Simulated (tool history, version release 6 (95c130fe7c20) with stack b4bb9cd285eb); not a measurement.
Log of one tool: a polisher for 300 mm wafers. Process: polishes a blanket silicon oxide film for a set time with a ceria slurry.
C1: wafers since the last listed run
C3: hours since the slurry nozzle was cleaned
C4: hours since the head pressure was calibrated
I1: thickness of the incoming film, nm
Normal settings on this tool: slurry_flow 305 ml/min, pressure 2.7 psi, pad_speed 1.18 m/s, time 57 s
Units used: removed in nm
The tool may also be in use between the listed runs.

run 1 hour=0 | slurry_flow=305 pressure=2.7 pad_speed=1.18 time=57 | C1=0 wafers_polished_on_this_pad=193 C3=179.3 C4=960.2 | I1=1219.7 | removed=268.1
run 2 hour=9.1 | slurry_flow=305 pressure=2.7 pad_speed=1.18 time=57 | C1=131 wafers_polished_on_this_pad=324 C3=188.4 C4=969.3 | I1=1215.5 | removed=269.8
run 3 hour=15.3 | slurry_flow=305 pressure=2.7 pad_speed=1.18 time=57 | C1=89 wafers_polished_on_this_pad=414 C3=194.6 C4=975.5 | I1=1219.2 | removed=271.4
run 4 hour=30.2 | slurry_flow=305 pressure=2.7 pad_speed=1.18 time=57 | C1=216 wafers_polished_on_this_pad=630 C3=209.5 C4=990.4 | I1=1228.7 | removed=269.8
run 5 hour=44.7 | slurry_flow=305 pressure=2.1 pad_speed=1.18 time=57 | C1=210 wafers_polished_on_this_pad=841 C3=224 C4=1004.9 | I1=1224.2 | removed=235.8
run 6 hour=59.7 | slurry_flow=305 pressure=2.1 pad_speed=1.18 time=57 | C1=217 wafers_polished_on_this_pad=1058 C3=239 C4=1019.9 | I1=1232.2 | removed=224.7
run 7 hour=74.3 | slurry_flow=305 pressure=2.1 pad_speed=1.18 time=57 | C1=211 wafers_polished_on_this_pad=1270 C3=253.6 C4=1034.5 | I1=1235.7 | removed=226.4
run 8 hour=89.5 | slurry_flow=380 pressure=2.7 pad_speed=1.18 time=57 | C1=220 wafers_polished_on_this_pad=1490 C3=268.8 C4=1049.7 | I1=1231.1 | removed=263.8
-- hour=98.6 worn pad replaced by a new one
run 9 hour=106.8 | slurry_flow=380 pressure=2.7 pad_speed=1.18 time=57 | C1=192 wafers_polished_on_this_pad=119 C3=286.1 C4=1067 | I1=1221 | removed=280.9
run 10 hour=121 | slurry_flow=305 pressure=2.7 pad_speed=1.18 time=57 | C1=205 wafers_polished_on_this_pad=325 C3=300.3 C4=1081.2 | I1=1211.9 | removed=273.7
run 11 hour=134.6 | slurry_flow=305 pressure=2.7 pad_speed=1.18 time=57 | C1=197 wafers_polished_on_this_pad=522 C3=313.9 C4=1094.8 | I1=1225.7 | removed=268.4
run 12 hour=151.8 | slurry_flow=305 pressure=2.7 pad_speed=1.18 time=57 | C1=249 wafers_polished_on_this_pad=771 C3=331.1 C4=1112 | I1=1229.6 | removed=262.5
run 13 hour=168.7 | slurry_flow=305 pressure=2.7 pad_speed=1.18 time=57 | C1=245 wafers_polished_on_this_pad=1016 C3=348 C4=1128.9 | I1=1218.2 | removed=266.7
-- hour=186.9 worn pad replaced by a new one
run 14 hour=187.4 | slurry_flow=305 pressure=2.7 pad_speed=1.18 time=57 | C1=213 wafers_polished_on_this_pad=7 C3=366.7 C4=1147.6 | I1=1226.7 | removed=286.3
run 15 hour=193.9 | slurry_flow=305 pressure=2.7 pad_speed=1.18 time=53 | C1=94 wafers_polished_on_this_pad=101 C3=373.2 C4=1154.1 | I1=1212.6 | removed=258.7
run 16 hour=210.5 | slurry_flow=305 pressure=2.7 pad_speed=1.18 time=53 | C1=240 wafers_polished_on_this_pad=342 C3=389.8 C4=1170.7 | I1=1209.8 | removed=259.3
run 17 hour=223.3 | slurry_flow=305 pressure=2.7 pad_speed=1.18 time=57 | C1=185 wafers_polished_on_this_pad=528 C3=402.6 C4=1183.5 | I1=1219.6 | removed=271.6
run 18 hour=233.7 | slurry_flow=305 pressure=2.7 pad_speed=1.6 time=67 | C1=150 wafers_polished_on_this_pad=678 C3=413 C4=1193.9 | I1=1222.4 | removed=421.8
-- hour=244.8 head pressure recalibrated
run 19 hour=247.5 | slurry_flow=305 pressure=3.3 pad_speed=1.18 time=70 | C1=171 wafers_polished_on_this_pad=850 C3=426.8 C4=2.7 | I1=1217.3 | removed=376.1
run 20 hour=254.9 | slurry_flow=345 pressure=2.7 pad_speed=1.18 time=57 | C1=107 wafers_polished_on_this_pad=957 C3=434.2 C4=10.1 | I1=1218.9 | removed=264.9
run 21 hour=261.9 | slurry_flow=305 pressure=2.7 pad_speed=1.18 time=57 | C1=101 wafers_polished_on_this_pad=1058 C3=441.2 C4=17.1 | I1=1230.1 | removed=268.3
run 22 hour=289.4 | slurry_flow=305 pressure=2.4 pad_speed=1.44 time=57 | C1=398 wafers_polished_on_this_pad=1457 C3=468.7 C4=44.6 | I1=1235.4 | removed=292.2
-- hour=295.8 worn pad replaced by a new one
run 23 hour=306.6 | slurry_flow=305 pressure=3.1 pad_speed=1.18 time=57 | C1=191 wafers_polished_on_this_pad=157 C3=485.9 C4=61.8 | I1=1215.7 | removed=306.7
run 24 hour=312.6 | slurry_flow=305 pressure=2.7 pad_speed=1.48 time=57 | C1=86 wafers_polished_on_this_pad=244 C3=491.9 C4=67.8 | I1=1244 | removed=342.8
run 25 hour=325.3 | slurry_flow=220 pressure=3.6 pad_speed=1.4 time=57 | C1=184 wafers_polished_on_this_pad=428 C3=504.6 C4=80.5 | I1=1212.6 | removed=367
-- hour=327 slurry nozzle cleaned
run 26 hour=334.7 | slurry_flow=240 pressure=2.7 pad_speed=1.18 time=73 | C1=121 wafers_polished_on_this_pad=550 C3=7.7 C4=89.9 | I1=1212 | removed=346.7
run 27 hour=343.6 | slurry_flow=305 pressure=2.4 pad_speed=1.18 time=57 | C1=129 wafers_polished_on_this_pad=679 C3=16.6 C4=98.8 | I1=1222.2 | removed=255.2
run 28 hour=359 | slurry_flow=260 pressure=2.7 pad_speed=1.4 time=57 | C1=223 wafers_polished_on_this_pad=902 C3=32 C4=114.2 | I1=1231.2 | removed=311.3
run 29 hour=371.7 | slurry_flow=275 pressure=1.8 pad_speed=1.34 time=73 | C1=184 wafers_polished_on_this_pad=1086 C3=44.7 C4=126.9 | I1=1219.7 | removed=296.9
-- hour=385.7 worn pad replaced by a new one
run 30 hour=386.2 | slurry_flow=305 pressure=2.7 pad_speed=1.42 time=57 | C1=152 wafers_polished_on_this_pad=7 C3=59.2 C4=141.4 | I1=1210.3 | removed=329.4
run 31 hour=396.3 | slurry_flow=365 pressure=2.7 pad_speed=1 time=57 | C1=146 wafers_polished_on_this_pad=153 C3=69.3 C4=151.5 | I1=1222.1 | removed=241.9
run 32 hour=411.9 | slurry_flow=305 pressure=2.7 pad_speed=1.18 time=57 | C1=226 wafers_polished_on_this_pad=379 C3=84.9 C4=167.1 | I1=1218.2 | removed=272.1
run 33 hour=427.9 | slurry_flow=305 pressure=2.7 pad_speed=1.18 time=63 | C1=231 wafers_polished_on_this_pad=611 C3=100.9 C4=183.1 | I1=1219 | removed=301.1
run 34 hour=437.5 | slurry_flow=305 pressure=2.7 pad_speed=1.18 time=57 | C1=139 wafers_polished_on_this_pad=751 C3=110.5 C4=192.7 | I1=1219.4 | removed=269.8
run 35 hour=443.6 | slurry_flow=350 pressure=1.9 pad_speed=1.54 time=67 | C1=88 wafers_polished_on_this_pad=839 C3=116.6 C4=198.8 | I1=1208.3 | removed=340.8
run 36 hour=453 | slurry_flow=335 pressure=3.4 pad_speed=1.18 time=57 | C1=136 wafers_polished_on_this_pad=975 C3=126 C4=208.2 | I1=1226.3 | removed=302.8

Measured result minus the same run's result without the hidden state. Both carry the same run-to-run variation, though not necessarily the same gauge scatter:
Hidden state at play: removal rate lost through wear of the pad, %; slurry flow missing at the pad, %; deviation of the head's pressure from its setpoint, %.
run=1 removed=-7.3
run=2 removed=-9.3
run=3 removed=-10.7
run=4 removed=-14.1
run=5 removed=-15.2
run=6 removed=-17.6
run=7 removed=-20.7
run=8 removed=-27.8
run=9 removed=-6.4
run=10 removed=-9.5
run=11 removed=-12.2
run=12 removed=-15.9
run=13 removed=-20.1
run=14 removed=-2.7
run=15 removed=-3.7
run=16 removed=-7.3
run=17 removed=-10.5
run=18 removed=-19.9
run=19 removed=-22.1
run=20 removed=-17.3
run=21 removed=-19.3
run=22 removed=-28.2
run=23 removed=-3.8
run=24 removed=-5.9
run=25 removed=-10.1
run=26 removed=-12.2
run=27 removed=-10.9
run=28 removed=-17.4
run=29 removed=-19.7
run=30 removed=-3.9
run=31 removed=-4.8
run=32 removed=-8.9
run=33 removed=-13.9
run=34 removed=-14.6
run=35 removed=-20.2
run=36 removed=-20.5
